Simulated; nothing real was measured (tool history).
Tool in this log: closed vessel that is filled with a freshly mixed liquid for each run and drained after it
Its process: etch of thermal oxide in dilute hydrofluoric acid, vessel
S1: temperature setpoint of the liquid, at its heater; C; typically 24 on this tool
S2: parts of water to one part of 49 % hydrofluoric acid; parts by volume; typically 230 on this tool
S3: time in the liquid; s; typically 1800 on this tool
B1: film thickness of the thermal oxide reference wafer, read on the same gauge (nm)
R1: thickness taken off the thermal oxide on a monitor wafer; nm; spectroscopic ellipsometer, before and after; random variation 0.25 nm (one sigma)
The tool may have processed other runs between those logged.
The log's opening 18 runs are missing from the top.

Run 19, hour 219.1: usual settings but S1 27.5 C, S2 165 parts by volume, S3 2730 s; B1 79.99. Result: R1 91.98 nm.
Run 20, hour 235.8: usual settings; B1 80. Result: R1 35.45 nm.
Run 21, hour 249.5: usual settings; B1 80. Result: R1 35.73 nm.
Run 22, hour 260.2: usual settings but S2 305 parts by volume, S3 2300 s; B1 80. Result: R1 31.8 nm.
Run 23, hour 268: usual settings but S1 26 C, S2 270 parts by volume; B1 79.97. Result: R1 31.38 nm.
Run 24, hour 277.5: usual settings but S2 125 parts by volume; B1 79.98. Result: R1 74.19 nm.
At hour 282.9: thermometer replaced.
Run 25, hour 313.7: usual settings but S1 19.5 C, S2 155 parts by volume, S3 2795 s; B1 80. Result: R1 75.09 nm.
Run 26, hour 327.9: usual settings but S1 21 C, S2 190 parts by volume; B1 80.01. Result: R1 40.54 nm.
Run 27, hour 338.3: usual settings; B1 80.03. Result: R1 36.09 nm.
Run 28, hour 354.7: usual settings but S1 20.5 C, S2 320 parts by volume, S3 2740 s; B1 80.01. Result: R1 31.85 nm.
Run 29, hour 360.7: usual settings but S2 130 parts by volume; B1 80.01. Result: R1 70.29 nm.
Run 30, hour 367: usual settings but S3 1235 s; B1 80. Result: R1 24.71 nm.
Run 31, hour 378.7: usual settings but S1 20 C, S3 780 s; B1 80.01. Result: R1 13.5 nm.
Run 32, hour 394.2: usual settings but S1 27.5 C, S2 330 parts by volume, S3 2130 s; B1 79.99. Result: R1 30.28 nm.
Run 33, hour 406.7: usual settings but S1 20.5 C, S2 180 parts by volume, S3 2690 s; B1 80. Result: R1 63.28 nm.
Run 34, hour 418: usual settings but S2 140 parts by volume; B1 80.01. Result: R1 65.53 nm.
Run 35, hour 430.5: usual settings but S1 28 C; B1 80.02. Result: R1 41.35 nm.

Here are 3 independent what-if runs from the current tool condition. What would each one return?
Run A, hour 431.6: usual settings; B1 ?. Result: R1 ?.
Run B, hour 431.6: usual settings but S1 21 C, S3 1360 s; B1 ?. Result: R1 ?.
Run C, hour 431.6: usual settings but S1 21 C, S2 125 parts by volume, S3 2710 s; B1 ?. Result: R1 ?.

run     B1     R1
  A  79.99  36.23
  B  79.99   24.5
  C  79.99  99.95
Take away the tool's hidden state, keep each run's random variation, and the runs would have read:
run     R1
  A  35.41
  B  23.95
  C  97.87
